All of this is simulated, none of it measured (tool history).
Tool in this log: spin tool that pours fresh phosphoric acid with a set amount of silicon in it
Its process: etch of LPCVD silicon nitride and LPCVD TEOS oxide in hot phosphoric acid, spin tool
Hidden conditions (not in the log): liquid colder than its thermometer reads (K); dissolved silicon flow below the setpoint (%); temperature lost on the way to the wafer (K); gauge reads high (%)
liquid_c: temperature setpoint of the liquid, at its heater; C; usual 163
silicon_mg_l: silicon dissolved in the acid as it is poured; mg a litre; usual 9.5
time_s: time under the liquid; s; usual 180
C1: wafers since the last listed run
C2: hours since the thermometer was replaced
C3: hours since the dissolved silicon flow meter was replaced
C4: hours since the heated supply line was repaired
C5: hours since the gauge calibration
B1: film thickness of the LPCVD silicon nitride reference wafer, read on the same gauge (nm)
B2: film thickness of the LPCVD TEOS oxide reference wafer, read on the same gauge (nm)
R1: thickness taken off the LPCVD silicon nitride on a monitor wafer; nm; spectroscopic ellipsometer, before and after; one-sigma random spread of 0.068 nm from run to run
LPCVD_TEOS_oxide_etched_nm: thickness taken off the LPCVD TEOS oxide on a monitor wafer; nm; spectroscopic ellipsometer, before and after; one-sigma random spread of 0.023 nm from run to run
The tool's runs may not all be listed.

{"run": 1, "day": 0.0, "liquid_c": 163, "silicon_mg_l": 9.5, "time_s": 180, "C1": 0, "C2": 2095.3, "C3": 712.4, "C4": 551.8, "C5": 643.5, "B1": 69.96, "B2": 79.978, "R1": 17.27, "LPCVD_TEOS_oxide_etched_nm": 0.389}
{"run": 2, "day": 3.375, "liquid_c": 165.5, "silicon_mg_l": 2.5, "time_s": 85, "C1": 814, "C2": 2176.3, "C3": 793.4, "C4": 632.8, "C5": 724.5, "B1": 70.05, "B2": 80.039, "R1": 8.92, "LPCVD_TEOS_oxide_etched_nm": 0.235}
{"run": 3, "day": 6.725, "liquid_c": 162, "silicon_mg_l": 3, "time_s": 145, "C1": 808, "C2": 2256.7, "C3": 873.8, "C4": 713.2, "C5": 804.9, "B1": 69.98, "B2": 79.996, "R1": 13.47, "LPCVD_TEOS_oxide_etched_nm": 0.326}
{"run": 4, "day": 9.842, "liquid_c": 163, "silicon_mg_l": 13, "time_s": 180, "C1": 751, "C2": 2331.5, "C3": 948.6, "C4": 788, "C5": 879.7, "B1": 69.98, "B2": 80.003, "R1": 17.27, "LPCVD_TEOS_oxide_etched_nm": 0.366}
{"day": 12.388, "done": "heated supply line repaired"}
{"run": 5, "day": 13.804, "liquid_c": 160, "silicon_mg_l": 4.5, "time_s": 210, "C1": 945, "C2": 2426.6, "C3": 1043.7, "C4": 34, "C5": 974.8, "B1": 70, "B2": 80.005, "R1": 18.19, "LPCVD_TEOS_oxide_etched_nm": 0.359}
{"day": 14.125, "done": "dissolved silicon flow meter replaced"}
{"run": 6, "day": 18.125, "liquid_c": 160.5, "silicon_mg_l": 5, "time_s": 220, "C1": 1032, "C2": 2530.3, "C3": 96, "C4": 137.7, "C5": 1078.5, "B1": 69.96, "B2": 79.954, "R1": 19.26, "LPCVD_TEOS_oxide_etched_nm": 0.408}
{"run": 7, "day": 21.629, "liquid_c": 163, "silicon_mg_l": 11, "time_s": 180, "C1": 845, "C2": 2614.4, "C3": 180.1, "C4": 221.8, "C5": 1162.6, "B1": 70.01, "B2": 80.016, "R1": 17.33, "LPCVD_TEOS_oxide_etched_nm": 0.358}
{"run": 8, "day": 24.679, "liquid_c": 163, "silicon_mg_l": 2.5, "time_s": 85, "C1": 735, "C2": 2687.6, "C3": 253.3, "C4": 295, "C5": 1235.8, "B1": 70, "B2": 79.958, "R1": 8.12, "LPCVD_TEOS_oxide_etched_nm": 0.211}
{"run": 9, "day": 27.512, "liquid_c": 161.5, "silicon_mg_l": 9.5, "time_s": 275, "C1": 683, "C2": 2755.6, "C3": 321.3, "C4": 363, "C5": 1303.8, "B1": 70.07, "B2": 79.997, "R1": 25.04, "LPCVD_TEOS_oxide_etched_nm": 0.443}
{"day": 29.692, "done": "thermometer replaced"}
{"run": 10, "day": 35.896, "liquid_c": 160.5, "silicon_mg_l": 4.5, "time_s": 235, "C1": 2012, "C2": 148.9, "C3": 522.5, "C4": 564.2, "C5": 1505, "B1": 70.01, "B2": 79.994, "R1": 20.81, "LPCVD_TEOS_oxide_etched_nm": 0.461}
{"run": 11, "day": 37.558, "liquid_c": 162, "silicon_mg_l": 3, "time_s": 180, "C1": 401, "C2": 188.8, "C3": 562.4, "C4": 604.1, "C5": 1544.9, "B1": 70, "B2": 80.069, "R1": 16.72, "LPCVD_TEOS_oxide_etched_nm": 0.37}
{"run": 12, "day": 41.396, "liquid_c": 165, "silicon_mg_l": 9.5, "time_s": 95, "C1": 925, "C2": 280.9, "C3": 654.5, "C4": 696.2, "C5": 1637, "B1": 70, "B2": 79.997, "R1": 9.69, "LPCVD_TEOS_oxide_etched_nm": 0.233}
{"run": 13, "day": 43.242, "liquid_c": 161, "silicon_mg_l": 16, "time_s": 180, "C1": 445, "C2": 325.2, "C3": 698.8, "C4": 740.5, "C5": 1681.3, "B1": 69.98, "B2": 79.992, "R1": 16.18, "LPCVD_TEOS_oxide_etched_nm": 0.263}
{"day": 44.429, "done": "heated supply line repaired"}
{"day": 47.796, "done": "dissolved silicon flow meter replaced"}
{"run": 14, "day": 55.708, "liquid_c": 163, "silicon_mg_l": 16, "time_s": 180, "C1": 2987, "C2": 624.4, "C3": 189.9, "C4": 270.7, "C5": 1980.5, "B1": 70.04, "B2": 80.024, "R1": 17.32, "LPCVD_TEOS_oxide_etched_nm": 0.307}
{"run": 15, "day": 59.762, "liquid_c": 164, "silicon_mg_l": 9.5, "time_s": 180, "C1": 978, "C2": 721.7, "C3": 287.2, "C4": 368, "C5": 2077.8, "B1": 69.99, "B2": 80.013, "R1": 17.8, "LPCVD_TEOS_oxide_etched_nm": 0.391}
{"run": 16, "day": 64.146, "liquid_c": 163, "silicon_mg_l": 9.5, "time_s": 180, "C1": 1057, "C2": 826.9, "C3": 392.4, "C4": 473.2, "C5": 2183, "B1": 70.02, "B2": 79.973, "R1": 17.26, "LPCVD_TEOS_oxide_etched_nm": 0.36}
{"run": 17, "day": 67.667, "liquid_c": 163, "silicon_mg_l": 9.5, "time_s": 180, "C1": 849, "C2": 911.4, "C3": 476.9, "C4": 557.7, "C5": 2267.5, "B1": 70, "B2": 80.038, "R1": 17.33, "LPCVD_TEOS_oxide_etched_nm": 0.36}
{"run": 18, "day": 71.625, "liquid_c": 161, "silicon_mg_l": 9.5, "time_s": 145, "C1": 955, "C2": 1006.4, "C3": 571.9, "C4": 652.7, "C5": 2362.5, "B1": 70, "B2": 80.062, "R1": 13.05, "LPCVD_TEOS_oxide_etched_nm": 0.252}
{"run": 19, "day": 75.775, "liquid_c": 164, "silicon_mg_l": 13.5, "time_s": 180, "C1": 1001, "C2": 1106, "C3": 671.5, "C4": 752.3, "C5": 2462.1, "B1": 70.05, "B2": 79.978, "R1": 17.86, "LPCVD_TEOS_oxide_etched_nm": 0.343}
{"run": 20, "day": 77.633, "liquid_c": 163, "silicon_mg_l": 2, "time_s": 270, "C1": 448, "C2": 1150.6, "C3": 716.1, "C4": 796.9, "C5": 2506.7, "B1": 70.01, "B2": 79.993, "R1": 26.01, "LPCVD_TEOS_oxide_etched_nm": 0.651}
{"day": 78.975, "done": "heated supply line repaired"}
{"run": 21, "day": 81.596, "liquid_c": 165.5, "silicon_mg_l": 17, "time_s": 245, "C1": 945, "C2": 1245.7, "C3": 811.2, "C4": 62.9, "C5": 2601.8, "B1": 70.02, "B2": 80.034, "R1": 25.6, "LPCVD_TEOS_oxide_etched_nm": 0.474}
{"run": 22, "day": 83.108, "liquid_c": 163, "silicon_mg_l": 9.5, "time_s": 180, "C1": 364, "C2": 1282, "C3": 847.5, "C4": 99.2, "C5": 2638.1, "B1": 70.03, "B2": 80.011, "R1": 17.26, "LPCVD_TEOS_oxide_etched_nm": 0.382}

Forecast each of these 4 alternatives for the next run:
{"run": "A", "day": 83.129, "liquid_c": 163, "silicon_mg_l": 9.5, "time_s": 180, "C1": 5, "C2": 1282.5, "C3": 848, "C4": 99.7, "C5": 2638.6, "B1": "?", "B2": "?", "R1": "?", "LPCVD_TEOS_oxide_etched_nm": "?"}
{"run": "B", "day": 83.129, "liquid_c": 163, "silicon_mg_l": 5, "time_s": 180, "C1": 5, "C2": 1282.5, "C3": 848, "C4": 99.7, "C5": 2638.6, "B1": "?", "B2": "?", "R1": "?", "LPCVD_TEOS_oxide_etched_nm": "?"}
{"run": "C", "day": 83.129, "liquid_c": 164, "silicon_mg_l": 16, "time_s": 125, "C1": 5, "C2": 1282.5, "C3": 848, "C4": 99.7, "C5": 2638.6, "B1": "?", "B2": "?", "R1": "?", "LPCVD_TEOS_oxide_etched_nm": "?"}
{"run": "D", "day": 83.129, "liquid_c": 161, "silicon_mg_l": 9.5, "time_s": 180, "C1": 5, "C2": 1282.5, "C3": 848, "C4": 99.7, "C5": 2638.6, "B1": "?", "B2": "?", "R1": "?", "LPCVD_TEOS_oxide_etched_nm": "?"}

run=A B1=69.99 B2=80.033 R1=17.18 LPCVD_TEOS_oxide_etched_nm=0.335
run=B B1=69.99 B2=80.033 R1=17.18 LPCVD_TEOS_oxide_etched_nm=0.368
run=C B1=69.99 B2=80.033 R1=12.33 LPCVD_TEOS_oxide_etched_nm=0.215
run=D B1=69.99 B2=80.033 R1=16.07 LPCVD_TEOS_oxide_etched_nm=0.289
With no hidden state in the tool, these same runs would have given:
run=A R1=17.18 LPCVD_TEOS_oxide_etched_nm=0.335
run=B R1=17.18 LPCVD_TEOS_oxide_etched_nm=0.368
run=C R1=12.33 LPCVD_TEOS_oxide_etched_nm=0.215
run=D R1=16.07 LPCVD_TEOS_oxide_etched_nm=0.289
